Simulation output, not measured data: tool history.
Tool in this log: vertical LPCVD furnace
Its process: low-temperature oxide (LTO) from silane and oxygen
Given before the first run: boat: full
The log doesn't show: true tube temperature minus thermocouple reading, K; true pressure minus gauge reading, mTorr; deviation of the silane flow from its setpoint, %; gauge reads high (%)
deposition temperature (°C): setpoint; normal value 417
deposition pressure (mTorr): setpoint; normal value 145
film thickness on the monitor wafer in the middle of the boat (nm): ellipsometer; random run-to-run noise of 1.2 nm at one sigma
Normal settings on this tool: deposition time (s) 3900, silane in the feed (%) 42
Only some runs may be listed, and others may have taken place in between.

run,hour,deposition temperature (°C),deposition pressure (mTorr),deposition time (s),silane in the feed (%),wafers since the last listed run,hours since the last temperature calibration,hours since the pressure gauge was zeroed,hours since the silane flow controller was replaced,hours since the gauge calibration,"read-back reference wafer on the same gauge, thickness",film thickness on the monitor wafer in the middle of the boat (nm)
1,0.0,417,145,3900,49,0,2045.0,1727.6,0.5,491.6,530.25,535.34
2,5.6,417,145,3900,42,58,2050.6,1733.2,6.1,497.2,529.89,462.23
3,11.1,417,145,3900,42,57,2056.1,1738.7,11.6,502.7,529.65,462.16
4,17.6,417,145,3900,38,67,2062.6,1745.2,18.1,509.2,530.45,414.02
5,30.0,417,145,3900,38,128,2075.0,1757.6,30.5,521.6,530.10,413.92
6,41.0,417,145,3900,38,114,2086.0,1768.6,41.5,532.6,529.88,413.91
7,64.1,417,145,3900,42,239,2109.1,1791.7,64.6,555.7,530.30,462.78
8,77.1,417,145,3900,42,134,2122.1,1804.7,77.6,568.7,529.84,460.47
9,87.9,417,145,3900,42,112,2132.9,1815.5,88.4,579.5,530.05,459.88
10,102.0,417,130,2820,42,146,2147.0,1829.6,102.5,593.6,529.85,296.56
11,111.2,412,160,2850,42,95,2156.2,1838.8,111.7,602.8,529.90,356.24
12,123.0,417,110,4530,48,122,2168.0,1850.6,123.5,614.6,529.96,450.13
# hour 142.5: gauge calibrated
13,145.8,417,170,2460,37,236,2190.8,1873.4,146.3,3.3,529.82,297.64
# hour 182.8: thermocouples replaced and temperature profile calibrated
14,183.3,417,145,2460,48,140,0.5,1910.9,183.8,40.8,530.32,318.97
15,188.8,417,170,3900,35,57,6.0,1916.4,189.3,46.3,529.85,424.70
16,194.4,412,125,2490,35,36,11.6,1922.0,194.9,51.9,530.36,185.19
# hour 216.3: pressure gauge zeroed
17,216.8,417,145,3900,42,4,34.0,0.5,217.3,74.3,530.18,476.07
18,222.4,426,145,3900,34,58,39.6,6.1,222.9,79.9,530.22,405.86
19,234.5,417,145,3900,42,125,51.7,18.2,235.0,92.0,530.18,478.02
20,246.2,417,120,3150,45,121,63.4,29.9,246.7,103.7,530.06,342.09
21,257.3,422,145,3900,47,115,74.5,41.0,257.8,114.8,530.07,559.35
22,279.6,423,180,5310,42,231,96.8,63.3,280.1,137.1,530.03,856.57
23,291.4,414,130,4560,38,122,108.6,75.1,291.9,148.9,530.02,433.68
24,301.0,407,115,2670,46,99,118.2,84.7,301.5,158.5,530.12,255.33
25,310.1,410,110,3900,42,94,127.3,93.8,310.6,167.6,530.12,336.18
26,331.2,417,145,3900,42,219,148.4,114.9,331.7,188.7,529.93,476.46
27,340.2,417,165,4500,45,93,157.4,123.9,340.7,197.7,529.90,670.78
28,356.1,417,145,2940,47,165,173.3,139.8,356.6,213.6,529.64,400.51
29,366.0,427,145,3270,42,102,183.2,149.7,366.5,223.5,530.05,440.43
30,387.1,410,145,3900,42,219,204.3,170.8,387.6,244.6,529.84,442.12
31,399.4,417,145,3900,42,127,216.6,183.1,399.9,256.9,529.90,477.64

Each row is a separate what-if for the run after 31, all from the same tool condition, not one after another. Results?
A,405.1,417,145,2940,42,59,222.3,188.8,405.6,262.6,?,?
B,405.1,417,145,3900,35,59,222.3,188.8,405.6,262.6,?,?
C,405.1,417,130,4770,42,59,222.3,188.8,405.6,262.6,?,?
D,405.1,417,165,3900,42,59,222.3,188.8,405.6,262.6,?,?

run,"read-back reference wafer on the same gauge, thickness",film thickness on the monitor wafer in the middle of the boat (nm)
A,530.04,360.68
B,530.04,385.72
C,530.04,524.60
D,530.04,544.48
With the hidden condition removed and each run's random variation left untouched, the same runs would have given:
run,film thickness on the monitor wafer in the middle of the boat (nm)
A,359.99
B,384.93
C,523.65
D,543.41
